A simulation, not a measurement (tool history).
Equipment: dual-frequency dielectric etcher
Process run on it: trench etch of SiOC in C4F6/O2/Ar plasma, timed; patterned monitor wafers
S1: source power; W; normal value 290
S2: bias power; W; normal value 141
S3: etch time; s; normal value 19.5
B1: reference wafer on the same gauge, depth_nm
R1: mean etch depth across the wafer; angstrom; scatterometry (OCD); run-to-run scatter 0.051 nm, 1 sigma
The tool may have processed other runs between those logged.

run	hour	S1	S2	S3	B1	R1
1	0.0	290	153	19.5	31.81	341.8
2	24.2	270	141	19.5	31.81	325.8
3	42.6	270	141	19.5	31.81	325.0
4	59.3	270	141	19.5	31.80	325.0
5	87.0	290	141	19.5	31.80	331.7
# hour 101.6: bias power generator calibrated
# hour 117.5: upper electrode replaced
6	120.2	310	122	19.5	31.81	324.6
# hour 125.8: source power generator calibrated
# hour 170.9: gauge calibrated
# hour 175.7: wet clean of the chamber
7	176.2	320	117	19.5	31.80	337.1
8	176.5	290	141	19.5	31.80	344.6
9	188.2	290	121	19.5	31.80	329.8
10	201.5	240	152	13.5	31.80	229.6
11	218.2	250	163	16.5	31.79	290.5
12	244.3	240	114	14.0	31.81	219.1
13	266.0	290	126	16.0	31.80	272.7
14	300.3	230	141	15.5	31.79	253.5
15	317.2	290	123	19.5	31.80	328.1

Give the tool's hidden conditions for every run:
source power that arrives over what is set, %: 0, the same for each run
bias power that arrives over what is set, %: 0, the same for each run
gauge reads high (%): 0, the same for each run
H1: etch rate over this chamber's usual, %
run	H1
1	-2.56
2	-2.68
3	-2.78
4	-2.87
5	-3.02
6	-3.19
7	0.645
8	0.643
9	0.582
10	0.512
11	0.424
12	0.286
13	0.172
14	-0.0093
15	-0.0984
